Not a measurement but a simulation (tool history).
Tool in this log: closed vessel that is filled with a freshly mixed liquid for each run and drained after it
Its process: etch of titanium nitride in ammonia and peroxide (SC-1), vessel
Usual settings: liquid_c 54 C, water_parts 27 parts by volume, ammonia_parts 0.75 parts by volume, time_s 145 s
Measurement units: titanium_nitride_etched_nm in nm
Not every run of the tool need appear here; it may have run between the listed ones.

run,hour,liquid_c,water_parts,ammonia_parts,time_s,"read-back film thickness of the titanium nitride reference wafer, read on the same gauge (nm)",titanium_nitride_etched_nm
1,0,54,27,0.75,145,140,11.2
2,65.3,54,27,0.75,145,140.02,11.15
3,128.3,54,27,0.75,145,140.03,11.08
4,212.6,54,27,0.75,165,139.98,12.62
5,294.2,54,27,0.75,165,140.02,12.64
6,368.2,54,27,0.75,145,139.99,11
7,469.5,54,27,0.75,145,139.98,11.05
8,548.5,54,27,0.5,145,140.02,10.26
9,585.2,54,27,0.5,145,140.03,10.27
10,638.5,54,27,0.75,145,139.99,11.07
11,708.6,54,27,0.75,145,139.99,11.32
12,804.5,54,27,0.75,85,140.02,6.66
13,868.4,54,27,0.75,145,140,11.21
14,932.4,54,27,0.75,145,139.97,11.32
15,1021.1,54,27,0.45,100,139.97,7.06
16,1107.4,48.5,23.5,0.75,95,140,5.36
17,1215.7,45,38.5,0.35,65,140,1.86
18,1282.8,54,27,0.75,145,140,10.98
19,1362.8,49,18,0.75,115,139.98,7.8
20,1465.6,54,33,0.75,145,139.97,9.85
21,1566.7,54,27,0.75,145,140.03,11.07
22,1623.7,57,17,0.4,180,139.99,19.43
23,1719,56.5,27,0.5,80,139.98,6.69
24,1794.5,54,27,0.75,145,140.03,11

Not shown here: 6 entries made in the log between runs. Locate each between two listed runs and compare the hidden state at the listed run before it with the hidden state at the listed run after it:
Logged between run 6 and run 7: new drum of ammonia solution connected (hour 396.5)
  liquid colder than its thermometer reads (K): 0.405 -> 0.435; ammonia flow above the setpoint (%): 8.7 -> 9.29
  difference, measured minus the result without the unlogged condition, titanium_nitride_etched_nm: -0.13 -> -0.15 nm
Logged between run 10 and run 11: thermometer replaced (hour 656.4)
  liquid colder than its thermometer reads (K): 0.484 -> 0.0919; ammonia flow above the setpoint (%): 10.3 -> 10.7
  difference, measured minus the result without the unlogged condition, titanium_nitride_etched_nm: -0.16 -> +0.14 nm
Logged between run 13 and run 14: new drum of ammonia solution connected (hour 876.9)
  liquid colder than its thermometer reads (K): 0.139 -> 0.157; ammonia flow above the setpoint (%): 11.6 -> 12
  difference, measured minus the result without the unlogged condition, titanium_nitride_etched_nm: +0.12 -> +0.11 nm
Logged between run 15 and run 16: ammonia flow meter replaced (hour 1102.4)
  liquid colder than its thermometer reads (K): 0.183 -> 0.209; ammonia flow above the setpoint (%): 12.5 -> 0.721
  difference, measured minus the result without the unlogged condition, titanium_nitride_etched_nm: +0.07 -> -0.07 nm
Logged between run 16 and run 17: gauge calibrated (hour 1127)
  liquid colder than its thermometer reads (K): 0.209 -> 0.24; ammonia flow above the setpoint (%): 0.721 -> 1.35
  difference, measured minus the result without the unlogged condition, titanium_nitride_etched_nm: -0.07 -> -0.02 nm
Logged between run 19 and run 20: new drum of ammonia solution connected (hour 1371.4)
  liquid colder than its thermometer reads (K): 0.283 -> 0.313; ammonia flow above the setpoint (%): 2.2 -> 2.8
  difference, measured minus the result without the unlogged condition, titanium_nitride_etched_nm: -0.12 -> -0.16 nm
